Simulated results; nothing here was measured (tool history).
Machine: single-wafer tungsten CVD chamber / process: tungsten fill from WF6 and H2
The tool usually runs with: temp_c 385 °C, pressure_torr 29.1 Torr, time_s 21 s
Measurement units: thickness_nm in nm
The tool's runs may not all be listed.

run,day,temp_c,pressure_torr,time_s,wafers since the last listed run,hours since the last thermocouple change,hours since the last manometer calibration,hours since the showerhead was replaced,hours since the gauge calibration,"read-back reference wafer on the same gauge, thickness_nm",thickness_nm
1,0,385,29.1,18.3,0,2692.3,928.4,5900,152.8,49.982,33.456
2,0.658,385,29.1,18.3,319,2708.1,944.2,5915.8,168.6,49.961,33.266
3,0.954,385,29.1,18.3,143,2715.2,951.3,5922.9,175.7,49.918,33.482
4,2.208,380,29.1,21,607,2745.3,981.4,5953,205.8,49.993,33.806
5,2.904,380,29.1,21,337,2762,998.1,5969.7,222.5,50.035,33.875
6,3.358,380,29.1,21,220,2772.9,1009,5980.6,233.4,49.992,33.82
7,3.896,385,29.1,21,260,2785.8,1021.9,5993.5,246.3,49.967,38.286
8,4.271,385,29.1,22.6,181,2794.8,1030.9,6002.5,255.3,50.036,41.046
9,4.554,385,29.1,18,137,2801.6,1037.7,6009.3,262.1,49.993,32.71
10,4.833,385,29.1,18,135,2808.3,1044.4,6016,268.8,50.013,32.492
11,6.358,385,29.1,18,739,2844.9,1081,6052.6,305.4,50.023,32.519
# day 6.962: thermocouple changed; heater temperature recalibrated
12,6.983,385,29.1,21,141,0.5,1096,6067.6,320.4,49.926,43.803
13,7.158,389,24.1,21,84,4.7,1100.2,6071.8,324.6,49.991,42.007
# day 7.758: showerhead replaced
# day 7.771: gauge calibrated
14,7.779,385,29.1,17.9,139,19.6,1115.1,0.5,0.2,50.022,36.92
# day 8.225: capacitance manometer re-zeroed and calibrated
15,8.246,385,29.1,21,64,30.8,0.5,11.7,11.4,49.994,43.59
16,8.379,379,35.1,19.3,64,34,3.7,14.9,14.6,50,39.204
17,8.692,389,31.6,23,151,41.5,11.2,22.4,22.1,49.962,55.369
18,9.1,394,26.3,22.6,197,51.3,21,32.2,31.9,50.023,53.785
19,9.738,375,29.1,24.5,308,66.6,36.3,47.5,47.2,49.958,40.529
20,10.192,380,29.1,21,220,77.5,47.2,58.4,58.1,50.024,38.816
21,10.617,370,29.1,21,205,87.7,57.4,68.6,68.3,49.961,30.845
22,11.279,385,29.1,22.5,321,103.6,73.3,84.5,84.2,49.997,46.588
23,12.871,385,29.1,19.4,771,141.8,111.5,122.7,122.4,50.003,39.943
24,13.383,385,29.1,16.9,248,154.1,123.8,135,134.7,49.977,34.884

Alternative continuations, all from the tool just after run 24; predict every row:
A,13.4,385,31.8,21,8,154.5,124.2,135.4,135.1,?,?
B,13.4,381,29.1,17.9,8,154.5,124.2,135.4,135.1,?,?
C,13.4,400,29.1,23.1,8,154.5,124.2,135.4,135.1,?,?
D,13.4,377,34.3,24,8,154.5,124.2,135.4,135.1,?,?
E,13.4,372,33.4,19.3,8,154.5,124.2,135.4,135.1,?,?

run,"read-back reference wafer on the same gauge, thickness_nm",thickness_nm
A,49.977,45.971
B,49.977,33.79
C,49.977,66.283
D,49.977,45.745
E,49.977,32.095
Had the tool no hidden state, the same runs would have come out as:
run,thickness_nm
A,47.171
B,34.692
C,67.829
D,46.99
E,32.993
